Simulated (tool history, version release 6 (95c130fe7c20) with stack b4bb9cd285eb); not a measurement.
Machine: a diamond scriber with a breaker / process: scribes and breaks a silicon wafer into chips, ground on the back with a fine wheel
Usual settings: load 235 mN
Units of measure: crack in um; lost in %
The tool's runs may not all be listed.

| run | day | load | incoming depth of the damage left on the back of the incoming wafer, um | crack | lost |
|---|---|---|---|---|---|
| 1 | 0 | 235 | 2.1 | 13.11 | 2.21 |
| 2 | 2.1 | 235 | 2.78 | 12.82 | 2.6 |
| 3 | 3.279 | 235 | 1.95 | 13 | 2 |
| 4 | 4.312 | 235 | 1.77 | 13.15 | 2.07 |
| 5 | 6.067 | 235 | 2.62 | 13.07 | 2.22 |
| 6 | 7.454 | 235 | 1.87 | 13.24 | 1.8 |
| 7 | 8.975 | 235 | 2.63 | 13.16 | 2.28 |
| 8 | 16.538 | 235 | 2.92 | 13.35 | 2.84 |
| 9 | 18.25 | 235 | 2.06 | 13.04 | 2.2 |
|  | 20.088 | diamond tip replaced by a new one |
| 10 | 20.521 | 235 | 1.95 | 13.09 | 2.01 |
| 11 | 21.571 | 235 | 2.67 | 13.48 | 2.8 |
| 12 | 24.529 | 184 | 2.59 | 10.83 | 4.07 |
| 13 | 27.133 | 184 | 1.72 | 10.69 | 3 |
|  | 29.65 | load on the tip recalibrated |
| 14 | 29.904 | 235 | 1.65 | 13.73 | 2.84 |
| 15 | 31.617 | 298 | 2.16 | 16.72 | 10.58 |
| 16 | 33.196 | 303 | 2.13 | 17.45 | 10.34 |
| 17 | 35.825 | 292 | 2.21 | 16.84 | 10.88 |
| 18 | 38.658 | 260 | 2.09 | 15.02 | 6.47 |
| 19 | 39.908 | 235 | 2.33 | 14.22 | 3.86 |
|  | 41.046 | load on the tip recalibrated, repeated, since the last time left the tool worse |
| 20 | 41.554 | 199 | 1.81 | 10.83 | 3.14 |
| 21 | 43.158 | 255 | 2.55 | 13.35 | 2.78 |
| 22 | 44.538 | 201 | 2.45 | 10.94 | 3.37 |
| 23 | 45.646 | 215 | 1.67 | 11.71 | 2.02 |
| 24 | 47.392 | 188 | 1.89 | 10.48 | 3.89 |
| 25 | 49.025 | 166 | 2.79 | 9.55 | 10.97 |
|  | 50.838 | diamond tip replaced by a new one |
| 26 | 50.858 | 205 | 1.58 | 11.51 | 2.01 |
| 27 | 53.383 | 235 | 2.87 | 12.74 | 2.43 |
| 28 | 55.054 | 283 | 1.82 | 15.04 | 5.24 |

Alternative continuations, all from the tool just after run 28; predict every row:
| A | 55.083 | 235 | 1.98 | ? | ? |
| B | 55.083 | 265 | 1.98 | ? | ? |
| C | 55.083 | 186 | 1.98 | ? | ? |
| D | 55.083 | 282 | 1.98 | ? | ? |

| run | crack | lost |
|---|---|---|
| A | 12.83 | 1.68 |
| B | 14.15 | 3.16 |
| C | 10.51 | 3.87 |
| D | 14.87 | 4.53 |
With no hidden state in the tool, these same runs would have given:
| run | crack | lost |
|---|---|---|
| A | 12.3 | 1.56 |
| B | 13.56 | 2.31 |
| C | 10.07 | 5.23 |
| D | 14.25 | 3.33 |

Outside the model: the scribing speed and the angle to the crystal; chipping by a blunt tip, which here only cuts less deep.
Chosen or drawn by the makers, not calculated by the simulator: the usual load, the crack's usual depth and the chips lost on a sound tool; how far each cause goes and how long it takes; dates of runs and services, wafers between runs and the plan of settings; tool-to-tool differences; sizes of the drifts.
